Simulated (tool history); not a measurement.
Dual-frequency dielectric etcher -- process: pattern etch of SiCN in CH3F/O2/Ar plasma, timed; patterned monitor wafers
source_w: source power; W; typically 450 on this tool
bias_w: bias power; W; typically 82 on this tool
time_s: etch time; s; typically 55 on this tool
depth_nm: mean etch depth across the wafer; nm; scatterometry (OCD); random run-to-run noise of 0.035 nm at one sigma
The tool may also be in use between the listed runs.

| run | day | source_w | bias_w | time_s | read-back reference wafer on the same gauge, depth_nm | depth_nm |
|---|---|---|---|---|---|---|
| 1 | 0 | 450 | 82 | 55 | 21.11 | 23.91 |
| 2 | 1.104 | 450 | 82 | 55 | 21.1 | 23.91 |
|  | 3.392 | wet clean of the chamber |
| 3 | 3.467 | 450 | 82 | 55 | 21.1 | 23.85 |
| 4 | 4.508 | 510 | 82 | 55 | 21.1 | 25.41 |
| 5 | 6.392 | 450 | 82 | 55 | 21.11 | 23.83 |
| 6 | 8.812 | 450 | 82 | 55 | 21.1 | 23.82 |
| 7 | 9.962 | 450 | 82 | 55 | 21.1 | 23.83 |
| 8 | 11.85 | 450 | 82 | 55 | 21.1 | 23.85 |
| 9 | 14.808 | 530 | 76 | 55 | 21.09 | 24.99 |
| 10 | 16.408 | 450 | 82 | 55 | 21.1 | 23.93 |
|  | 18.562 | upper electrode replaced |
| 11 | 18.583 | 450 | 82 | 55 | 21.1 | 23.96 |
| 12 | 20.738 | 450 | 82 | 55 | 21.11 | 23.9 |
| 13 | 22.817 | 540 | 87 | 64 | 21.1 | 31.72 |
|  | 23.779 | bias power generator calibrated |
| 14 | 24.175 | 400 | 66 | 55 | 21.1 | 19.12 |
|  | 24.771 | gauge calibrated |
|  | 26.342 | wet clean of the chamber |
| 15 | 26.362 | 560 | 91 | 45 | 21.1 | 22.41 |
| 16 | 27.692 | 450 | 82 | 55 | 21.1 | 23.11 |
| 17 | 29.912 | 520 | 71 | 55 | 21.1 | 23.1 |
|  | 31.046 | source power generator calibrated |
| 18 | 31.2 | 450 | 89 | 63 | 21.1 | 27.74 |
| 19 | 32.571 | 480 | 94 | 55 | 21.1 | 25.81 |
| 20 | 34.071 | 560 | 97 | 49 | 21.1 | 25.34 |
| 21 | 35.667 | 510 | 76 | 67.5 | 21.1 | 29.25 |
| 22 | 36.8 | 390 | 88 | 46 | 21.11 | 18.53 |
| 23 | 38.342 | 450 | 82 | 42 | 21.1 | 17.78 |
| 24 | 40.504 | 540 | 74 | 55 | 21.1 | 24.31 |
| 25 | 42.083 | 450 | 82 | 55 | 21.1 | 23.29 |

Below are 5 alternative next runs, each starting from the tool's condition after run 25. Predict each:
| A | 42.1 | 450 | 96 | 55 | ? | ? |
| B | 42.1 | 350 | 98 | 60.5 | ? | ? |
| C | 42.1 | 450 | 92 | 68.5 | ? | ? |
| D | 42.1 | 350 | 68 | 43 | ? | ? |
| E | 42.1 | 540 | 75 | 65 | ? | ? |

| run | read-back reference wafer on the same gauge, depth_nm | depth_nm |
|---|---|---|
| A | 21.1 | 25.43 |
| B | 21.1 | 24.39 |
| C | 21.1 | 30.96 |
| D | 21.1 | 14.08 |
| E | 21.1 | 28.98 |
With no hidden state in the tool, these same runs would have given:
| run | depth_nm |
|---|---|
| A | 25.22 |
| B | 24.19 |
| C | 30.7 |
| D | 13.97 |
| E | 28.76 |
